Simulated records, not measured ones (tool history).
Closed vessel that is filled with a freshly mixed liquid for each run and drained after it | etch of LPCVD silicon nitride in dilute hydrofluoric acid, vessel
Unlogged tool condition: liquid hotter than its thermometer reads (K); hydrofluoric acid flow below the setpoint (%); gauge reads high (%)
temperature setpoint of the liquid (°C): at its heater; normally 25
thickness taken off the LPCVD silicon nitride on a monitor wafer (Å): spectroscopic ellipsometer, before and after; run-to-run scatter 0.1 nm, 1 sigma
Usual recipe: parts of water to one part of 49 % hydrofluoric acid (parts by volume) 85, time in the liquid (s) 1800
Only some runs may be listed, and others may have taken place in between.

run,hour,temperature setpoint of the liquid (°C),parts of water to one part of 49 % hydrofluoric acid (parts by volume),time in the liquid (s),wafers since the last listed run,hours since the thermometer was replaced,hours since the hydrofluoric acid flow meter was replaced,hours since the gauge calibration,"read-back film thickness of the LPCVD silicon nitride reference wafer, read on the same gauge (nm)",thickness taken off the LPCVD silicon nitride on a monitor wafer (Å)
1,0,24,85,1800,0,49.9,1738,161.5,120.01,110.3
2,33.5,24,85,1800,1338,83.4,1771.5,195,119.99,110.4
3,66.1,25,85,1800,1302,116,1804.1,227.6,119.99,118.2
4,117.2,25,85,1800,2041,167.1,1855.2,278.7,119.99,120.2
5,162.1,25,85,1800,1793,212,1900.1,323.6,120.02,116.5
6,229.6,25,85,1800,2696,279.5,1967.6,391.1,120,117.5
7,263.7,25,85,1800,1362,313.6,2001.7,425.2,120.01,118.2
8,299,25,85,1800,1410,348.9,2037,460.5,119.94,120.9
9,359.5,25,65,1800,2417,409.4,2097.5,521,120.01,155.7
10,420.6,25,65,1800,2440,470.5,2158.6,582.1,119.97,158.1
11,448.9,25,85,1800,1130,498.8,2186.9,610.4,119.97,119.8
# hour 549: gauge calibrated
12,558.1,21,85,915,4362,608,2296.1,9.1,119.98,47.4
13,626.3,27,85,1395,2724,676.2,2364.3,77.3,119.99,109.6
# hour 646.5: thermometer replaced
# hour 647.8: hydrofluoric acid flow meter replaced
14,663,20.5,55,920,1386,16.5,15.2,114,120.05,67.6
15,696.8,22.5,85,765,1350,50.3,49,147.8,120,41.7
16,752.8,25,85,1800,2237,106.3,105,203.8,120,118.1
17,807.2,25,85,1800,2173,160.7,159.4,258.2,120.01,120.4
18,845.2,29.5,120,1800,1518,198.7,197.4,296.2,119.95,111.1
19,871,25,85,1800,1030,224.5,223.2,322,119.97,119.2
20,932.1,28,110,2755,2440,285.6,284.3,383.1,120.03,171.3
21,984.9,26.5,85,1030,2109,338.4,337.1,435.9,119.97,74.7

Here are 3 independent what-if runs from the current tool condition. What would each one return?
A,986,25,75,1800,43,339.5,338.2,437,?,?
B,986,25,45,1470,43,339.5,338.2,437,?,?
C,986,29.5,115,875,43,339.5,338.2,437,?,?

run,"read-back film thickness of the LPCVD silicon nitride reference wafer, read on the same gauge (nm)",thickness taken off the LPCVD silicon nitride on a monitor wafer (Å)
A,119.98,134.3
B,119.98,181.2
C,119.98,56.9
Take away the tool's hidden state, keep each run's random variation, and the runs would have read:
run,thickness taken off the LPCVD silicon nitride on a monitor wafer (Å)
A,130.8
B,176.4
C,55.5
